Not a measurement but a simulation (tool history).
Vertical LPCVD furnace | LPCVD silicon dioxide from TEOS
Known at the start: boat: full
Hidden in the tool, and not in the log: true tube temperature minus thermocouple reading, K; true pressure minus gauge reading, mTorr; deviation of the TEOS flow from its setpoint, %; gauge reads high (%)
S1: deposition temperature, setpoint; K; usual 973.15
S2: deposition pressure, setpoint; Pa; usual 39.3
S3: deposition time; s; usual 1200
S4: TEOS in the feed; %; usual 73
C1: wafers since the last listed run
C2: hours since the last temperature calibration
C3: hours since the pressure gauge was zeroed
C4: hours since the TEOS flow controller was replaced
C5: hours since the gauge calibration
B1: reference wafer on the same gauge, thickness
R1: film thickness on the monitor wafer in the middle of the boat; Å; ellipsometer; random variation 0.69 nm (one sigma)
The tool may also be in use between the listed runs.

Run 1, hour 0.0: usual settings but S1 978.15 K, S2 42.0 Pa; C1 0; C2 2106.9; C3 0.5; C4 2545.8; C5 26.7; B1 128.00. Result: R1 2028.9 Å.
Run 2, hour 4.7: usual settings; C1 61; C2 2111.6; C3 5.2; C4 2550.5; C5 31.4; B1 127.82. Result: R1 1730.2 Å.
Run 3, hour 10.9: usual settings; C1 81; C2 2117.8; C3 11.4; C4 2556.7; C5 37.6; B1 127.99. Result: R1 1731.7 Å.
Run 4, hour 22.6: usual settings; C1 153; C2 2129.5; C3 23.1; C4 2568.4; C5 49.3; B1 127.87. Result: R1 1729.2 Å.
Run 5, hour 31.1: usual settings but S4 63 %; C1 111; C2 2138.0; C3 31.6; C4 2576.9; C5 57.8; B1 128.09. Result: R1 1618.8 Å.
Run 6, hour 38.1: usual settings; C1 91; C2 2145.0; C3 38.6; C4 2583.9; C5 64.8; B1 128.22. Result: R1 1743.6 Å.
Run 7, hour 52.0: usual settings; C1 182; C2 2158.9; C3 52.5; C4 2597.8; C5 78.7; B1 128.12. Result: R1 1734.5 Å.
At hour 91.1: thermocouples replaced and temperature profile calibrated.
Run 8, hour 91.6: usual settings; C1 204; C2 0.5; C3 92.1; C4 2637.4; C5 118.3; B1 128.30. Result: R1 1585.5 Å.
Run 9, hour 96.3: usual settings but S2 32.7 Pa, S4 79 %; C1 61; C2 5.2; C3 96.8; C4 2642.1; C5 123.0; B1 128.03. Result: R1 1518.0 Å.
Run 10, hour 100.9: usual settings but S1 983.15 K, S2 36.0 Pa, S3 1440 s, S4 63 %; C1 60; C2 9.8; C3 101.4; C4 2646.7; C5 127.6; B1 128.06. Result: R1 2146.1 Å.
Run 11, hour 112.9: usual settings but S2 36.7 Pa, S4 81 %; C1 157; C2 21.8; C3 113.4; C4 2658.7; C5 139.6; B1 128.06. Result: R1 1644.7 Å.
Run 12, hour 164.2: usual settings but S1 962.15 K, S2 34.0 Pa, S3 1320 s; C1 672; C2 73.1; C3 164.7; C4 2710.0; C5 190.9; B1 127.86. Result: R1 1264.8 Å.
At hour 190.9: TEOS flow controller replaced.
Run 13, hour 191.4: usual settings but S4 79 %; C1 41; C2 100.3; C3 191.9; C4 0.5; C5 218.1; B1 128.25. Result: R1 1699.3 Å.
Run 14, hour 196.8: usual settings but S3 1350 s, S4 69 %; C1 70; C2 105.7; C3 197.3; C4 5.9; C5 223.5; B1 127.93. Result: R1 1763.6 Å.
Run 15, hour 207.7: usual settings but S4 81 %; C1 142; C2 116.6; C3 208.2; C4 16.8; C5 234.4; B1 128.10. Result: R1 1712.2 Å.
Run 16, hour 214.5: usual settings but S1 963.15 K, S2 44.7 Pa, S3 960 s, S4 85 %; C1 89; C2 123.4; C3 215.0; C4 23.6; C5 241.2; B1 128.10. Result: R1 1179.3 Å.

Run 17 comes next. What will it give?
Run 17, hour 230.7: usual settings but S4 85 %; C1 212; C2 139.6; C3 231.2; C4 39.8; C5 257.4; B1 ?. Result: R1 ?.

Run 17 gave B1 127.99, R1 1753.4 Å.
Without the tool's hidden state the same run would have given R1 1701.7 Å.
